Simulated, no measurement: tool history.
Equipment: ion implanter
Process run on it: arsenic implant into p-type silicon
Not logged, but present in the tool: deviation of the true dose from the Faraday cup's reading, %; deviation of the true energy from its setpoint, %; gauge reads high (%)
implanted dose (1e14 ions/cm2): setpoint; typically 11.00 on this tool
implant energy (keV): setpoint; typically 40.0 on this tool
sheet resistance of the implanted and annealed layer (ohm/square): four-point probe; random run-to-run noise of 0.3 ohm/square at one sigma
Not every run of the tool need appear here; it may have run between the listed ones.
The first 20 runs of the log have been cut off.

run    hour  implanted dose (1e14 ions/cm2)  implant energy (keV)  wafers since the last listed run  hours since the last dose calibration  hours since the extraction supply was calibrated  hours since the gauge calibration  read-back reference wafer on the same gauge, sheet resistance  sheet resistance of the implanted and annealed layer (ohm/square)
 21  1386.3                           11.00                  35.0                              1551                                 1873.7                                            2599.4                             3678.4                                                         104.92                                                              95.42
 22  1490.6                           13.92                  40.0                              2543                                 1978.0                                            2703.7                             3782.7                                                         104.85                                                              80.83
     1501.5  -- extraction supply calibrated
 23  1596.2                           11.00                  45.0                              2380                                 2083.6                                              94.7                             3888.3                                                         104.89                                                              89.28
     1740.5  -- gauge calibrated
     1783.2  -- Faraday cup replaced and dose calibrated
 24  1883.5                           11.00                  40.0                              6811                                  100.3                                             382.0                              143.0                                                         104.90                                                              93.12
 25  1962.2                            9.34                  27.0                              1919                                  179.0                                             460.7                              221.7                                                         104.82                                                             113.50
 26  2066.8                            8.68                  32.5                              2550                                  283.6                                             565.3                              326.3                                                         104.86                                                             113.41
 27  2154.9                           11.00                  40.0                              2148                                  371.7                                             653.4                              414.4                                                         105.04                                                              92.62
 28  2232.3                           13.31                  29.0                              1887                                  449.1                                             730.8                              491.8                                                         104.92                                                              91.06
 29  2269.2                            9.73                  43.5                               899                                  486.0                                             767.7                              528.7                                                         104.79                                                              99.10
 30  2373.7                            9.83                  40.0                              2548                                  590.5                                             872.2                              633.2                                                         104.92                                                              99.85
 31  2594.4                           12.73                  40.0                              5382                                  811.2                                            1092.9                              853.9                                                         104.92                                                              85.33
 32  2695.1                           14.06                  49.0                              2455                                  911.9                                            1193.6                              954.6                                                         104.92                                                              76.61
 33  2784.2                           11.00                  40.0                              2172                                 1001.0                                            1282.7                             1043.7                                                         104.93                                                              92.10
 34  2824.9                            9.34                  27.0                               992                                 1041.7                                            1323.4                             1084.4                                                         104.95                                                             111.19
 35  2908.3                           12.59                  35.5                              2033                                 1125.1                                            1406.8                             1167.8                                                         104.91                                                              88.43
 36  3000.5                           12.39                  35.0                              2248                                 1217.3                                            1499.0                             1260.0                                                         104.84                                                              89.29
 37  3075.6                           13.14                  34.5                              1831                                 1292.4                                            1574.1                             1335.1                                                         104.94                                                              86.76

Consider 4 possible next runs. They are alternatives, not a sequence: every one starts from the tool as it was left by run 37. What does each give?
  A  3076.0                           11.00                  32.0                                 9                                 1292.8                                            1574.5                             1335.5                                                              ?                                                                  ?
  B  3076.0                           12.02                  53.0                                 9                                 1292.8                                            1574.5                             1335.5                                                              ?                                                                  ?
  C  3076.0                            8.46                  40.0                                 9                                 1292.8                                            1574.5                             1335.5                                                              ?                                                                  ?
  D  3076.0                            7.95                  51.0                                 9                                 1292.8                                            1574.5                             1335.5                                                              ?                                                                  ?

run  read-back reference wafer on the same gauge, sheet resistance  sheet resistance of the implanted and annealed layer (ohm/square)
  A                                                         104.81                                                              97.44
  B                                                         104.81                                                              82.64
  C                                                         104.81                                                             109.87
  D                                                         104.81                                                             110.49
The same runs, with their run-to-run variation unchanged, on a tool lacking any hidden condition would have given:
run  sheet resistance of the implanted and annealed layer (ohm/square)
  A                                                              98.31
  B                                                              83.46
  C                                                             111.10
  D                                                             111.78

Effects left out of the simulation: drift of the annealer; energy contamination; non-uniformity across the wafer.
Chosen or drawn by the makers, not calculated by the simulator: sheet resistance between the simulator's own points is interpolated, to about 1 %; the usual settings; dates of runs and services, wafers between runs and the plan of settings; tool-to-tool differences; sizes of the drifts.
